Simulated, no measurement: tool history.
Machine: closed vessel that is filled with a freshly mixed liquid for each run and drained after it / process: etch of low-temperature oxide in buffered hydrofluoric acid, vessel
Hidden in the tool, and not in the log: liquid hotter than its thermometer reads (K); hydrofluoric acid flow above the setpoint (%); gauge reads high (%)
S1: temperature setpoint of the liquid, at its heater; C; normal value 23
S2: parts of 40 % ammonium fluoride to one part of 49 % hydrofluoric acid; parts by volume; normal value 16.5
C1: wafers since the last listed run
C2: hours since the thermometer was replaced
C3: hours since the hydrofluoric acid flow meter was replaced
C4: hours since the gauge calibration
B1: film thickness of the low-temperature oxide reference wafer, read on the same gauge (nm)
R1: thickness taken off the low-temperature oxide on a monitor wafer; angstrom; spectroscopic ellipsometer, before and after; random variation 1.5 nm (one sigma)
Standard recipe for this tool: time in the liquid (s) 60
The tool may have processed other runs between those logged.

Run 1, hour 0: usual settings but S2 11.5 parts by volume, time in the liquid (s) 75; C1 0; C2 2198.6; C3 790.5; C4 346.7; B1 150.01. Result: R1 5569.9 angstrom.
Run 2, hour 15.9: usual settings; C1 2233; C2 2214.5; C3 806.4; C4 362.6; B1 150.01. Result: R1 3140 angstrom.
Run 3, hour 33: usual settings but S1 21.5 C, time in the liquid (s) 80; C1 2402; C2 2231.6; C3 823.5; C4 379.7; B1 149.98. Result: R1 3839.2 angstrom.
At hour 42.3: gauge calibrated.
Run 4, hour 47.2: usual settings but S1 21.5 C, time in the liquid (s) 80; C1 1994; C2 2245.8; C3 837.7; C4 4.9; B1 150.01. Result: R1 3870.8 angstrom.
Run 5, hour 54.4: usual settings but S1 21.5 C, time in the liquid (s) 80; C1 1011; C2 2253; C3 844.9; C4 12.1; B1 150. Result: R1 3873.5 angstrom.
Run 6, hour 64.3: usual settings; C1 1390; C2 2262.9; C3 854.8; C4 22; B1 150. Result: R1 3138.4 angstrom.
Run 7, hour 76.4: usual settings; C1 1699; C2 2275; C3 866.9; C4 34.1; B1 149.98. Result: R1 3164.2 angstrom.
Run 8, hour 82.8: usual settings; C1 899; C2 2281.4; C3 873.3; C4 40.5; B1 150. Result: R1 3176.6 angstrom.
Run 9, hour 99.7: usual settings; C1 2374; C2 2298.3; C3 890.2; C4 57.4; B1 150. Result: R1 3176.4 angstrom.
At hour 118.3: hydrofluoric acid flow meter replaced.
Run 10, hour 151.3: usual settings but S1 28 C, time in the liquid (s) 45; C1 7108; C2 2349.9; C3 33; C4 109; B1 150.02. Result: R1 2894.7 angstrom.
Run 11, hour 159.1: usual settings but S1 26.5 C, S2 20.5 parts by volume; C1 1095; C2 2357.7; C3 40.8; C4 116.8; B1 149.99. Result: R1 2888.9 angstrom.
Run 12, hour 175.5: usual settings; C1 2303; C2 2374.1; C3 57.2; C4 133.2; B1 150.02. Result: R1 2954.3 angstrom.
Run 13, hour 185.5: usual settings but S1 18.5 C, S2 19 parts by volume, time in the liquid (s) 80; C1 1404; C2 2384.1; C3 67.2; C4 143.2; B1 149.99. Result: R1 2701.8 angstrom.
Run 14, hour 203.1: usual settings but S1 18.5 C, S2 20 parts by volume, time in the liquid (s) 80; C1 2472; C2 2401.7; C3 84.8; C4 160.8; B1 149.98. Result: R1 2549.5 angstrom.
Run 15, hour 212.5: usual settings but S1 20 C, S2 14 parts by volume, time in the liquid (s) 75; C1 1320; C2 2411.1; C3 94.2; C4 170.2; B1 150.04. Result: R1 3689.5 angstrom.
At hour 223.2: thermometer replaced.
Run 16, hour 262: usual settings but S1 28 C; C1 6813; C2 38.8; C3 143.7; C4 219.7; B1 149.97. Result: R1 3414.9 angstrom.
Run 17, hour 274: usual settings but S1 18 C, S2 19 parts by volume; C1 1685; C2 50.8; C3 155.7; C4 231.7; B1 150. Result: R1 1741.3 angstrom.
Run 18, hour 280.4: usual settings; C1 899; C2 57.2; C3 162.1; C4 238.1; B1 150. Result: R1 2652.5 angstrom.
Run 19, hour 288.1: usual settings but S1 24.5 C, S2 11 parts by volume, time in the liquid (s) 30; C1 1081; C2 64.9; C3 169.8; C4 245.8; B1 150.02. Result: R1 2146.7 angstrom.
Run 20, hour 303: usual settings; C1 2093; C2 79.8; C3 184.7; C4 260.7; B1 150.02. Result: R1 2650 angstrom.
Run 21, hour 320.7: usual settings but S1 19.5 C, S2 22.5 parts by volume, time in the liquid (s) 40; C1 2486; C2 97.5; C3 202.4; C4 278.4; B1 150. Result: R1 1100.3 angstrom.
Run 22, hour 334: usual settings but S1 18.5 C; C1 1868; C2 110.8; C3 215.7; C4 291.7; B1 149.98. Result: R1 2081.3 angstrom.
Run 23, hour 340.6: usual settings but S1 26 C, time in the liquid (s) 30; C1 927; C2 117.4; C3 222.3; C4 298.3; B1 149.98. Result: R1 1574.8 angstrom.
Run 24, hour 357.6: usual settings but S2 19 parts by volume, time in the liquid (s) 80; C1 2388; C2 134.4; C3 239.3; C4 315.3; B1 150. Result: R1 3104.2 angstrom.
Run 25, hour 368.9: usual settings but S2 12.5 parts by volume; C1 1587; C2 145.7; C3 250.6; C4 326.6; B1 149.96. Result: R1 3532.6 angstrom.
Run 26, hour 381.4: usual settings but S1 26 C, time in the liquid (s) 90; C1 1755; C2 158.2; C3 263.1; C4 339.1; B1 149.98. Result: R1 4758 angstrom.
Run 27, hour 396.1: usual settings but S1 27.5 C; C1 2065; C2 172.9; C3 277.8; C4 353.8; B1 150.01. Result: R1 3416.4 angstrom.
Run 28, hour 403.9: usual settings but S2 23 parts by volume; C1 1095; C2 180.7; C3 285.6; C4 361.6; B1 149.98. Result: R1 1998 angstrom.
Run 29, hour 417.2: usual settings but S2 11.5 parts by volume, time in the liquid (s) 75; C1 1868; C2 194; C3 298.9; C4 374.9; B1 150.01. Result: R1 4842.8 angstrom.
Run 30, hour 427.3: usual settings but S1 28 C, S2 22 parts by volume; C1 1418; C2 204.1; C3 309; C4 385; B1 149.99. Result: R1 2735.2 angstrom.
At hour 430.9: gauge calibrated.
Run 31, hour 444.3: usual settings but S2 19.5 parts by volume; C1 2388; C2 221.1; C3 326; C4 13.4; B1 150. Result: R1 2311.2 angstrom.
Run 32, hour 451.2: usual settings; C1 969; C2 228; C3 332.9; C4 20.3; B1 150. Result: R1 2716.1 angstrom.
Run 33, hour 468.5: usual settings; C1 2430; C2 245.3; C3 350.2; C4 37.6; B1 149.99. Result: R1 2698.2 angstrom.

Below are 3 alternative next runs, each starting from the tool's condition after run 33. Predict each:
Run A, hour 469.2: usual settings but S1 19.5 C; C1 98; C2 246; C3 350.9; C4 38.3; B1 ?. Result: R1 ?.
Run B, hour 469.2: usual settings but S1 21 C, S2 13.5 parts by volume, time in the liquid (s) 30; C1 98; C2 246; C3 350.9; C4 38.3; B1 ?. Result: R1 ?.
Run C, hour 469.2: usual settings but S1 19 C, S2 14.5 parts by volume, time in the liquid (s) 50; C1 98; C2 246; C3 350.9; C4 38.3; B1 ?. Result: R1 ?.

run   B1      R1
  A  150  2253.5
  B  150  1492.1
  C  150  2073.4
Had the tool no hidden state, the same runs would have come out as:
run      R1
  A  2110.9
  B  1398.4
  C  1942.2
